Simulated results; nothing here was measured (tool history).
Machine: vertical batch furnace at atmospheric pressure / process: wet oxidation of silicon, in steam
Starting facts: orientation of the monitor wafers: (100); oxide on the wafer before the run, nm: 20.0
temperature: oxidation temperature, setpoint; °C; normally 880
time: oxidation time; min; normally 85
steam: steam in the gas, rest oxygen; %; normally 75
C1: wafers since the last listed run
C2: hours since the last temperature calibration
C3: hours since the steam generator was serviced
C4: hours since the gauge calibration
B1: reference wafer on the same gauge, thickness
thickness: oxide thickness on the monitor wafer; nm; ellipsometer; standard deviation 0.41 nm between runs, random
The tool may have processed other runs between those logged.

{"run": 1, "hour": 0.0, "temperature": 880, "time": 112, "steam": 79, "C1": 0, "C2": 2209, "C3": 1340, "C4": 230.2, "B1": 145, "thickness": 152.03}
{"run": 2, "hour": 17.3, "temperature": 880, "time": 112, "steam": 79, "C1": 122, "C2": 2226.3, "C3": 1357.3, "C4": 247.5, "B1": 144.93, "thickness": 151.97}
{"hour": 23.3, "done": "gauge calibrated"}
{"run": 3, "hour": 32.1, "temperature": 880, "time": 112, "steam": 79, "C1": 104, "C2": 2241.1, "C3": 1372.1, "C4": 8.8, "B1": 145, "thickness": 151.36}
{"run": 4, "hour": 46.8, "temperature": 880, "time": 85, "steam": 75, "C1": 103, "C2": 2255.8, "C3": 1386.8, "C4": 23.5, "B1": 144.99, "thickness": 116.61}
{"run": 5, "hour": 62.0, "temperature": 880, "time": 85, "steam": 75, "C1": 107, "C2": 2271, "C3": 1402, "C4": 38.7, "B1": 144.93, "thickness": 115.89}
{"run": 6, "hour": 87.0, "temperature": 880, "time": 85, "steam": 75, "C1": 176, "C2": 2296, "C3": 1427, "C4": 63.7, "B1": 145, "thickness": 115.8}
{"run": 7, "hour": 99.8, "temperature": 880, "time": 85, "steam": 75, "C1": 90, "C2": 2308.8, "C3": 1439.8, "C4": 76.5, "B1": 145.01, "thickness": 115.94}
{"run": 8, "hour": 121.0, "temperature": 880, "time": 85, "steam": 75, "C1": 149, "C2": 2330, "C3": 1461, "C4": 97.7, "B1": 144.96, "thickness": 115.82}
{"hour": 165.2, "done": "steam generator serviced"}
{"hour": 181.2, "done": "thermocouples replaced and temperature profile calibrated"}
{"run": 9, "hour": 181.7, "temperature": 880, "time": 116.5, "steam": 75, "C1": 146, "C2": 0.5, "C3": 16.5, "C4": 158.4, "B1": 145.02, "thickness": 156.09}
{"run": 10, "hour": 187.7, "temperature": 880, "time": 116.5, "steam": 75, "C1": 42, "C2": 6.5, "C3": 22.5, "C4": 164.4, "B1": 145.09, "thickness": 155.94}
{"run": 11, "hour": 193.8, "temperature": 867, "time": 85, "steam": 75, "C1": 43, "C2": 12.6, "C3": 28.6, "C4": 170.5, "B1": 145.01, "thickness": 101.24}
{"run": 12, "hour": 199.8, "temperature": 880, "time": 85, "steam": 75, "C1": 42, "C2": 18.6, "C3": 34.6, "C4": 176.5, "B1": 144.99, "thickness": 120.81}
{"run": 13, "hour": 206.4, "temperature": 880, "time": 85, "steam": 75, "C1": 46, "C2": 25.2, "C3": 41.2, "C4": 183.1, "B1": 144.96, "thickness": 120.79}
{"run": 14, "hour": 225.5, "temperature": 880, "time": 85, "steam": 79, "C1": 134, "C2": 44.3, "C3": 60.3, "C4": 202.2, "B1": 145.07, "thickness": 126.03}
{"run": 15, "hour": 250.3, "temperature": 867, "time": 49, "steam": 68, "C1": 174, "C2": 69.1, "C3": 85.1, "C4": 227, "B1": 144.99, "thickness": 62.3}
{"hour": 259.6, "done": "gauge calibrated"}
{"run": 16, "hour": 267.2, "temperature": 895, "time": 99.5, "steam": 83, "C1": 119, "C2": 86, "C3": 102, "C4": 7.6, "B1": 144.99, "thickness": 178.11}
{"run": 17, "hour": 291.7, "temperature": 880, "time": 85, "steam": 75, "C1": 172, "C2": 110.5, "C3": 126.5, "C4": 32.1, "B1": 145.03, "thickness": 119.49}
{"run": 18, "hour": 316.5, "temperature": 900, "time": 66, "steam": 64, "C1": 174, "C2": 135.3, "C3": 151.3, "C4": 56.9, "B1": 145.12, "thickness": 112.28}
{"run": 19, "hour": 331.3, "temperature": 895, "time": 99.5, "steam": 83, "C1": 104, "C2": 150.1, "C3": 166.1, "C4": 71.7, "B1": 145.03, "thickness": 178.01}
{"run": 20, "hour": 343.1, "temperature": 880, "time": 85, "steam": 75, "C1": 83, "C2": 161.9, "C3": 177.9, "C4": 83.5, "B1": 144.97, "thickness": 118.99}
{"run": 21, "hour": 359.0, "temperature": 896, "time": 85, "steam": 75, "C1": 112, "C2": 177.8, "C3": 193.8, "C4": 99.4, "B1": 145.07, "thickness": 146.85}
{"run": 22, "hour": 377.8, "temperature": 861, "time": 99, "steam": 86, "C1": 132, "C2": 196.6, "C3": 212.6, "C4": 118.2, "B1": 145, "thickness": 116.28}
{"run": 23, "hour": 397.2, "temperature": 870, "time": 85, "steam": 75, "C1": 136, "C2": 216, "C3": 232, "C4": 137.6, "B1": 145.08, "thickness": 103.26}
{"run": 24, "hour": 410.0, "temperature": 892, "time": 116, "steam": 72, "C1": 90, "C2": 228.8, "C3": 244.8, "C4": 150.4, "B1": 145.01, "thickness": 172.21}
{"run": 25, "hour": 428.6, "temperature": 880, "time": 85, "steam": 63, "C1": 131, "C2": 247.4, "C3": 263.4, "C4": 169, "B1": 144.99, "thickness": 103.15}
{"run": 26, "hour": 440.6, "temperature": 880, "time": 61, "steam": 64, "C1": 84, "C2": 259.4, "C3": 275.4, "C4": 181, "B1": 145, "thickness": 81.09}

Give the tool's hidden conditions for every run:
true tube temperature minus thermocouple reading, K: 0 at every run
gauge reads high (%): 0 at every run
H1: steam share off its setpoint, % of the setpoint
run=1 H1=-7.59
run=2 H1=-7.61
run=3 H1=-7.63
run=4 H1=-7.65
run=5 H1=-7.67
run=6 H1=-7.7
run=7 H1=-7.72
run=8 H1=-7.75
run=9 H1=-2.9
run=10 H1=-2.99
run=11 H1=-3.07
run=12 H1=-3.15
run=13 H1=-3.24
run=14 H1=-3.49
run=15 H1=-3.81
run=16 H1=-4.01
run=17 H1=-4.3
run=18 H1=-4.58
run=19 H1=-4.75
run=20 H1=-4.87
run=21 H1=-5.04
run=22 H1=-5.23
run=23 H1=-5.42
run=24 H1=-5.54
run=25 H1=-5.72
run=26 H1=-5.83
